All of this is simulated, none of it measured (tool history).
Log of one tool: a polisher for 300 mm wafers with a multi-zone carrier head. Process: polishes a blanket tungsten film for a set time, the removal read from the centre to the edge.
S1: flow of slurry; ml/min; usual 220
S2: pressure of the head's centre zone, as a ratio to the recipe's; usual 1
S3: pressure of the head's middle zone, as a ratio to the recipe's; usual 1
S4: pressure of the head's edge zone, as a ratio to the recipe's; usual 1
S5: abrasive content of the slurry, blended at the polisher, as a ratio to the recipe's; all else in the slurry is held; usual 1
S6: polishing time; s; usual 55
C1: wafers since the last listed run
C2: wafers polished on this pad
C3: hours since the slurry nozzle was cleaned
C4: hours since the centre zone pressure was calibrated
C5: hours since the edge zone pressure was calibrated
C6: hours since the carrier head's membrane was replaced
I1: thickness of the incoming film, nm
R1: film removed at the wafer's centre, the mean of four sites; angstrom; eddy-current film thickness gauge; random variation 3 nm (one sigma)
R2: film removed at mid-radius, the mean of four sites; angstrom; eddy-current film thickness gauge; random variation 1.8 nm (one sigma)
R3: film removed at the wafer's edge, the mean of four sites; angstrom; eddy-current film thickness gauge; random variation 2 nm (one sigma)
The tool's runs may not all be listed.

run,hour,S1,S2,S3,S4,S5,S6,C1,C2,C3,C4,C5,C6,I1,R1,R2,R3
1,0,220,1,1,1,1,55,0,443,131.4,470.6,716.1,1376.8,864.9,2971,2876,2885
2,41.9,220,1,1,1,1,55,543,986,173.3,512.5,758,1418.7,873.7,2930,2874,2836
# hour 87.6: edge zone pressure recalibrated
3,111,220,1,1,1,1,55,871,1857,242.4,581.6,23.4,1487.8,871,2922,2879,2852
4,158.1,220,1,1,1,1,55,611,2469,289.5,628.7,70.5,1534.9,869.5,2970,2861,2878
# hour 206.8: carrier head's membrane replaced by a new one
5,214.6,220,1,1,1,1,55,668,3137,346,685.2,127,7.8,874.3,2953,2875,2882
# hour 239.2: worn pad replaced by a new one
6,251.7,220,1,1,1,1,55,429,162,383.1,722.3,164.1,44.9,871.9,2953,2844,2877
7,295,220,1,1,1,1,55,562,724,426.4,765.6,207.4,88.2,871.5,3002,2864,2873
8,329.1,255,0.92,1,1,1,64,442,1166,460.5,799.7,241.5,122.3,875.3,3335,3422,3446
9,397.8,220,1,1.11,1,0.85,55,891,2058,529.2,868.4,310.2,191,882.4,2883,2945,2705
10,428.4,220,0.94,1,1,1,63,397,2455,559.8,899,340.8,221.6,858.1,3287,3309,3281
11,461.2,220,1.12,1,1,1,70,425,2881,592.6,931.8,373.6,254.4,882.4,4200,3623,3687
# hour 467.6: worn pad replaced by a new one
# hour 485.9: centre zone pressure recalibrated
12,498.6,220,1,1,1,1,55,407,376,630,12.7,411,291.8,874.7,2859,2888,2870
13,523.9,220,1,0.96,0.93,0.9,55,328,705,655.3,38,436.3,317.1,858.6,2813,2687,2674
14,560.9,220,1,1,1,1,55,480,1185,692.3,75,473.3,354.1,859.8,2811,2846,2874
# hour 619.5: slurry nozzle cleaned
15,630.6,220,1,1,1.05,1,71,891,2077,11.1,144.7,543,423.8,880.9,3728,3740,3811
16,657.6,220,1,1,1,1,55,350,2427,38.1,171.7,570,450.8,859.6,2898,2878,2874
17,684.4,220,1,1,1,1,55,347,2775,64.9,198.5,596.8,477.6,871.9,2928,2892,2865
# hour 688.5: worn pad replaced by a new one
18,725.1,190,1,0.96,1.05,0.75,55,476,475,105.6,239.2,637.5,518.3,872.8,2575,2463,2652
19,767.4,220,1,1,1,1,49,549,1024,147.9,281.5,679.8,560.6,862.9,2585,2524,2539
# hour 797.3: edge zone pressure recalibrated
20,825.3,220,1,1,1,1,55,725,1750,205.8,339.4,28,618.5,866.7,2916,2847,2877
21,863.2,220,1.11,1,1,1,63,491,2242,243.7,377.3,65.9,656.4,864.5,3572,3255,3304

4 ways to go on from here, each from the tool as it stands after run 21. What would each give?
A,863.6,220,1,1,1,1,55,5,2247,244.1,377.7,66.3,656.8,868.9,?,?,?
B,863.6,220,0.95,1,1,0.8,55,5,2247,244.1,377.7,66.3,656.8,868.9,?,?,?
C,863.6,220,0.91,1.07,1.07,1.25,55,5,2247,244.1,377.7,66.3,656.8,868.9,?,?,?
D,863.6,220,1,1,1,1.3,55,5,2247,244.1,377.7,66.3,656.8,868.9,?,?,?

run,R1,R2,R3
A,2929,2851,2910
B,2616,2653,2708
C,2913,3236,3210
D,3176,3091,3156
Without the tool's hidden state the same runs would have given:
run,R1,R2,R3
A,2867,2851,2910
B,2560,2653,2708
C,2851,3236,3210
D,3109,3091,3156
